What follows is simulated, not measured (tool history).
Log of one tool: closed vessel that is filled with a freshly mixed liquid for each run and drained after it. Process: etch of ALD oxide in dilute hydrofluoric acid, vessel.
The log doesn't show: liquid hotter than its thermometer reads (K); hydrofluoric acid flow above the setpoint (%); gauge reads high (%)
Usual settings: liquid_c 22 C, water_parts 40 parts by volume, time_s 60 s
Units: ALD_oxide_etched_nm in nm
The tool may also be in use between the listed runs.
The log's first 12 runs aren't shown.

run,hour,liquid_c,water_parts,time_s,wafers since the last listed run,hours since the thermometer was replaced,hours since the hydrofluoric acid flow meter was replaced,hours since the gauge calibration,"read-back film thickness of the ALD oxide reference wafer, read on the same gauge (nm)",ALD_oxide_etched_nm
13,729.4,22,30,50,5763,643.3,989.8,1385.8,89.94,20.15
14,796.2,22,40,50,6626,710.1,1056.6,1452.6,90.05,15.04
15,849.6,22,40,60,5297,763.5,1110,1506,90.01,18.04
16,899.1,18,45,30,4910,813,1159.5,1555.5,90.03,6.71
17,965.7,22,40,80,6606,879.6,1226.1,1622.1,90.02,24.04
18,1013.8,22,40,60,4771,927.7,1274.2,1670.2,89.98,18.08
19,1063.1,22,20,60,4890,977,1323.5,1719.5,89.99,36.77
20,1117.1,22,40,60,5357,1031,1377.5,1773.5,89.96,18.17
# hour 1145.7: hydrofluoric acid flow meter replaced
21,1178.7,22,40,60,6011,1092.6,33,1835.1,89.95,18.22
22,1216.6,24,40,60,3759,1130.5,70.9,1873,90,19.55
23,1279.4,24,40,70,6230,1193.3,133.7,1935.8,89.99,23.2
# hour 1300.2: gauge calibrated
24,1322,19,30,35,4226,1235.9,176.3,21.8,89.96,12.64
25,1391.7,22,40,95,6914,1305.6,246,91.5,90.01,28.86
26,1444.7,19,40,60,5257,1358.6,299,144.5,89.98,16.06
27,1627.4,24.5,35,50,18124,1541.3,481.7,327.2,90.02,19.61
28,1673.4,26.5,55,60,4563,1587.3,527.7,373.2,90.05,15.79
29,1729.2,22,40,60,5535,1643.1,583.5,429,90,18.34
30,1756.9,22,40,45,2747,1670.8,611.2,456.7,90.05,13.74
31,1783.7,19.5,40,85,2658,1697.6,638,483.5,89.99,23.41
32,1820.6,22,40,60,3660,1734.5,674.9,520.4,90,18.43
33,1845.4,22,30,75,2460,1759.3,699.7,545.2,90.02,31.23

Forecast each of these 5 alternatives for the next run:
A,1846.1,22,40,30,69,1760,700.4,545.9,?,?
B,1846.1,22,55,95,69,1760,700.4,545.9,?,?
C,1846.1,25.5,30,80,69,1760,700.4,545.9,?,?
D,1846.1,22,25,90,69,1760,700.4,545.9,?,?
E,1846.1,25.5,30,35,69,1760,700.4,545.9,?,?

run,"read-back film thickness of the ALD oxide reference wafer, read on the same gauge (nm)",ALD_oxide_etched_nm
A,90.06,9.25
B,90.06,20.9
C,90.06,38.55
D,90.06,45.28
E,90.06,16.87
Without the tool's hidden state the same runs would have given:
run,ALD_oxide_etched_nm
A,8.88
B,20.07
C,37.04
D,43.46
E,16.2

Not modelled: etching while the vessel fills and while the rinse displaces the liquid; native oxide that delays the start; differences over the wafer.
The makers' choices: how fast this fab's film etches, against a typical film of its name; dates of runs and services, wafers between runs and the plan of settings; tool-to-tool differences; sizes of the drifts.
